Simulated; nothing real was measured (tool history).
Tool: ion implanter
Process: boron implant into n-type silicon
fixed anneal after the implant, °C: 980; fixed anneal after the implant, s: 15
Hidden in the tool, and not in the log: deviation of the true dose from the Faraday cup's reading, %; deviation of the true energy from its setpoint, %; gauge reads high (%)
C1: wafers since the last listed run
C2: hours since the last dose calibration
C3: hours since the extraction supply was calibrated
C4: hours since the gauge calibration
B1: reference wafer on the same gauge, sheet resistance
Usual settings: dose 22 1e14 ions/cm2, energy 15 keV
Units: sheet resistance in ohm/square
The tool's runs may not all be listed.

run 1 hour=0 | dose=22 energy=15 | C1=0 C2=1355.3 C3=3103.7 C4=451.6 | B1=92.67 | sheet_resistance=93.15
run 2 hour=30.6 | dose=22 energy=15 | C1=271 C2=1385.9 C3=3134.3 C4=482.2 | B1=92.68 | sheet_resistance=93.02
run 3 hour=61.4 | dose=22 energy=15 | C1=273 C2=1416.7 C3=3165.1 C4=513 | B1=92.65 | sheet_resistance=92.96
run 4 hour=83.7 | dose=19.85 energy=18 | C1=198 C2=1439 C3=3187.4 C4=535.3 | B1=92.72 | sheet_resistance=90.03
-- hour=85.8 gauge calibrated
run 5 hour=108.7 | dose=19.85 energy=18 | C1=222 C2=1464 C3=3212.4 C4=22.9 | B1=92.71 | sheet_resistance=89.86
run 6 hour=121.7 | dose=19.85 energy=18 | C1=115 C2=1477 C3=3225.4 C4=35.9 | B1=92.65 | sheet_resistance=89.73
run 7 hour=227.9 | dose=22 energy=15 | C1=943 C2=1583.2 C3=3331.6 C4=142.1 | B1=92.71 | sheet_resistance=92.94
run 8 hour=257.8 | dose=22 energy=15 | C1=265 C2=1613.1 C3=3361.5 C4=172 | B1=92.65 | sheet_resistance=92.91
run 9 hour=287.6 | dose=22 energy=15 | C1=264 C2=1642.9 C3=3391.3 C4=201.8 | B1=92.69 | sheet_resistance=92.9
run 10 hour=303.9 | dose=22 energy=15 | C1=144 C2=1659.2 C3=3407.6 C4=218.1 | B1=92.73 | sheet_resistance=92.81
run 11 hour=335 | dose=22 energy=15 | C1=276 C2=1690.3 C3=3438.7 C4=249.2 | B1=92.71 | sheet_resistance=92.83
run 12 hour=363.5 | dose=22 energy=15 | C1=253 C2=1718.8 C3=3467.2 C4=277.7 | B1=92.68 | sheet_resistance=93.02
run 13 hour=379.5 | dose=22 energy=15 | C1=142 C2=1734.8 C3=3483.2 C4=293.7 | B1=92.71 | sheet_resistance=92.98
run 14 hour=403.7 | dose=22 energy=15 | C1=215 C2=1759 C3=3507.4 C4=317.9 | B1=92.68 | sheet_resistance=93.08
run 15 hour=420.8 | dose=22 energy=15 | C1=151 C2=1776.1 C3=3524.5 C4=335 | B1=92.69 | sheet_resistance=92.82
run 16 hour=453 | dose=22 energy=15 | C1=286 C2=1808.3 C3=3556.7 C4=367.2 | B1=92.7 | sheet_resistance=92.79
-- hour=468.6 Faraday cup replaced and dose calibrated
run 17 hour=472.1 | dose=22 energy=15 | C1=98 C2=3.5 C3=3575.8 C4=386.3 | B1=92.66 | sheet_resistance=94.45
run 18 hour=488.9 | dose=24.64 energy=20 | C1=149 C2=20.3 C3=3592.6 C4=403.1 | B1=92.72 | sheet_resistance=81.34
run 19 hour=508.2 | dose=22 energy=15 | C1=171 C2=39.6 C3=3611.9 C4=422.4 | B1=92.63 | sheet_resistance=94.37
run 20 hour=537.3 | dose=22 energy=15 | C1=258 C2=68.7 C3=3641 C4=451.5 | B1=92.7 | sheet_resistance=94.18
run 21 hour=568.1 | dose=19.58 energy=10.5 | C1=273 C2=99.5 C3=3671.8 C4=482.3 | B1=92.71 | sheet_resistance=115.39
run 22 hour=602.3 | dose=22 energy=10.5 | C1=303 C2=133.7 C3=3706 C4=516.5 | B1=92.71 | sheet_resistance=112.76
run 23 hour=618.4 | dose=27.27 energy=20 | C1=143 C2=149.8 C3=3722.1 C4=532.6 | B1=92.71 | sheet_resistance=78.19
-- hour=624 gauge calibrated
-- hour=635.4 extraction supply calibrated
run 24 hour=666.2 | dose=24.18 energy=19.5 | C1=353 C2=197.6 C3=30.8 C4=42.2 | B1=92.71 | sheet_resistance=82.37
run 25 hour=688.1 | dose=22 energy=17.5 | C1=194 C2=219.5 C3=52.7 C4=64.1 | B1=92.71 | sheet_resistance=88.34
run 26 hour=719.2 | dose=23.81 energy=15 | C1=276 C2=250.6 C3=83.8 C4=95.2 | B1=92.68 | sheet_resistance=91.99
run 27 hour=754.6 | dose=22 energy=15 | C1=314 C2=286 C3=119.2 C4=130.6 | B1=92.67 | sheet_resistance=94.07
run 28 hour=769.8 | dose=25.93 energy=10 | C1=135 C2=301.2 C3=134.4 C4=145.8 | B1=92.69 | sheet_resistance=112.95
run 29 hour=800.1 | dose=22 energy=20 | C1=269 C2=331.5 C3=164.7 C4=176.1 | B1=92.66 | sheet_resistance=84.31
run 30 hour=829.7 | dose=25.95 energy=15 | C1=263 C2=361.1 C3=194.3 C4=205.7 | B1=92.72 | sheet_resistance=89.58
run 31 hour=843.1 | dose=18.56 energy=15 | C1=119 C2=374.5 C3=207.7 C4=219.1 | B1=92.67 | sheet_resistance=99.6
run 32 hour=858.8 | dose=22 energy=15 | C1=139 C2=390.2 C3=223.4 C4=234.8 | B1=92.72 | sheet_resistance=93.57

Some steps in sheet resistance between neighbouring runs. How much of each would the tool show without its hidden state too (settings, what came in, random variation), and how much is left for the hidden state, with any gauge scatter that isn't in both results?
Run 3 -> 4: dose 22 -> 19.85, energy 15 -> 18. sheet resistance -2.93 ohm/square: hidden state -0.42, all else -2.51.
Run 6 -> 7: dose 19.85 -> 22, energy 18 -> 15. sheet resistance +3.21 ohm/square: hidden state +0.39, all else +2.82.
Run 16 -> 17: Faraday cup replaced and dose calibrated. sheet resistance +1.66 ohm/square: hidden state +1.54, all else +0.12.
Run 20 -> 21: dose 22 -> 19.58, energy 15 -> 10.5. sheet resistance +21.21 ohm/square: hidden state -0.05, all else +21.26.
Run 22 -> 23: dose 22 -> 27.27, energy 10.5 -> 20. sheet resistance -34.57 ohm/square: hidden state -0.05, all else -34.52.
Run 28 -> 29: dose 25.93 -> 22, energy 10 -> 20. sheet resistance -28.64 ohm/square: hidden state -0.34, all else -28.3.

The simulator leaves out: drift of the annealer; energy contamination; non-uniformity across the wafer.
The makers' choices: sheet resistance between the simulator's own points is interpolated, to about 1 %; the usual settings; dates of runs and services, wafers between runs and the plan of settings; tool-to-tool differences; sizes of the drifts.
